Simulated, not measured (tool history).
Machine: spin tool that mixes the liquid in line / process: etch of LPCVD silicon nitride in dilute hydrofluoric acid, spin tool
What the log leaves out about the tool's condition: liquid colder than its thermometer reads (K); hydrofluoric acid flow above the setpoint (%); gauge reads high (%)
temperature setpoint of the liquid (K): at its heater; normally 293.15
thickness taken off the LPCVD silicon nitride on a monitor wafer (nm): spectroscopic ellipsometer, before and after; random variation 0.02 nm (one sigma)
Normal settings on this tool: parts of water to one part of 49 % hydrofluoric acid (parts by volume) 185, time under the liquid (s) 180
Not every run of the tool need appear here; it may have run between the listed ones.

| run | day | temperature setpoint of the liquid (K) | parts of water to one part of 49 % hydrofluoric acid (parts by volume) | time under the liquid (s) | wafers since the last listed run | hours since the thermometer was replaced | hours since the hydrofluoric acid flow meter was replaced | hours since the gauge calibration | read-back film thickness of the LPCVD silicon nitride reference wafer, read on the same gauge (nm) | thickness taken off the LPCVD silicon nitride on a monitor wafer (nm) |
|---|---|---|---|---|---|---|---|---|---|---|
| 1 | 0.000 | 293.15 | 185 | 180 | 0 | 1843.6 | 1547.5 | 617.4 | 89.988 | 0.323 |
| 2 | 2.158 | 293.15 | 185 | 205 | 492 | 1895.4 | 1599.3 | 669.2 | 89.974 | 0.370 |
| 3 | 4.071 | 293.15 | 185 | 180 | 436 | 1941.3 | 1645.2 | 715.1 | 89.968 | 0.311 |
| 4 | 7.008 | 293.15 | 250 | 180 | 670 | 2011.8 | 1715.7 | 785.6 | 89.980 | 0.271 |
| 5 | 9.446 | 293.15 | 250 | 180 | 556 | 2070.3 | 1774.2 | 844.1 | 90.008 | 0.230 |
| 6 | 10.983 | 293.15 | 185 | 95 | 350 | 2107.2 | 1811.1 | 881.0 | 89.957 | 0.178 |
| 7 | 12.054 | 293.15 | 185 | 95 | 244 | 2132.9 | 1836.8 | 906.7 | 90.001 | 0.178 |
| 8 | 13.758 | 293.15 | 185 | 95 | 388 | 2173.8 | 1877.7 | 947.6 | 90.008 | 0.175 |
| 9 | 15.638 | 293.15 | 150 | 180 | 428 | 2218.9 | 1922.8 | 992.7 | 89.989 | 0.446 |
| 10 | 16.738 | 293.15 | 150 | 180 | 250 | 2245.3 | 1949.2 | 1019.1 | 89.992 | 0.359 |
| 11 | 18.546 | 293.15 | 150 | 180 | 412 | 2288.7 | 1992.6 | 1062.5 | 90.032 | 0.409 |
| 12 | 19.862 | 293.15 | 185 | 110 | 300 | 2320.3 | 2024.2 | 1094.1 | 90.016 | 0.195 |
| 13 | 21.112 | 293.15 | 185 | 110 | 285 | 2350.3 | 2054.2 | 1124.1 | 90.056 | 0.202 |
| 14 | 23.954 | 291.65 | 95 | 180 | 648 | 2418.5 | 2122.4 | 1192.3 | 89.999 | 0.581 |
| 15 | 26.425 | 293.15 | 185 | 180 | 563 | 2477.8 | 2181.7 | 1251.6 | 89.974 | 0.326 |
| 16 | 29.217 | 293.15 | 250 | 180 | 636 | 2544.8 | 2248.7 | 1318.6 | 89.984 | 0.253 |
|  | 29.629 | thermometer replaced |
| 17 | 30.421 | 295.15 | 185 | 180 | 265 | 19.0 | 2277.6 | 1347.5 | 90.005 | 0.326 |
| 18 | 31.771 | 290.15 | 250 | 140 | 308 | 51.4 | 2310.0 | 1379.9 | 89.985 | 0.140 |
|  | 32.804 | gauge calibrated |
| 19 | 33.546 | 291.15 | 185 | 215 | 404 | 94.0 | 2352.6 | 17.8 | 90.005 | 0.324 |
|  | 36.046 | hydrofluoric acid flow meter replaced |
| 20 | 40.829 | 293.15 | 125 | 250 | 1652 | 268.8 | 114.8 | 192.6 | 89.997 | 0.599 |
| 21 | 42.662 | 291.15 | 185 | 240 | 418 | 312.8 | 158.8 | 236.6 | 90.031 | 0.382 |
| 22 | 45.046 | 293.15 | 185 | 180 | 543 | 370.0 | 216.0 | 293.8 | 90.018 | 0.308 |
| 23 | 47.733 | 297.15 | 185 | 235 | 613 | 434.5 | 280.5 | 358.3 | 90.020 | 0.580 |
| 24 | 50.629 | 293.15 | 145 | 180 | 660 | 504.0 | 350.0 | 427.8 | 90.023 | 0.395 |
| 25 | 51.929 | 290.15 | 275 | 150 | 296 | 535.2 | 381.2 | 459.0 | 90.037 | 0.139 |
| 26 | 53.383 | 291.65 | 230 | 180 | 331 | 570.1 | 416.1 | 493.9 | 90.039 | 0.193 |

Each row is a separate what-if for the run after 26, all from the same tool condition, not one after another. Results?
| A | 53.404 | 293.15 | 185 | 180 | 4 | 570.6 | 416.6 | 494.4 | ? | ? |
| B | 53.404 | 293.15 | 245 | 180 | 4 | 570.6 | 416.6 | 494.4 | ? | ? |
| C | 53.404 | 297.15 | 130 | 280 | 4 | 570.6 | 416.6 | 494.4 | ? | ? |

| run | read-back film thickness of the LPCVD silicon nitride reference wafer, read on the same gauge (nm) | thickness taken off the LPCVD silicon nitride on a monitor wafer (nm) |
|---|---|---|
| A | 90.011 | 0.356 |
| B | 90.011 | 0.271 |
| C | 90.011 | 1.017 |
Take away the tool's hidden state, keep each run's random variation, and the runs would have read:
| run | thickness taken off the LPCVD silicon nitride on a monitor wafer (nm) |
|---|---|
| A | 0.356 |
| B | 0.271 |
| C | 1.017 |
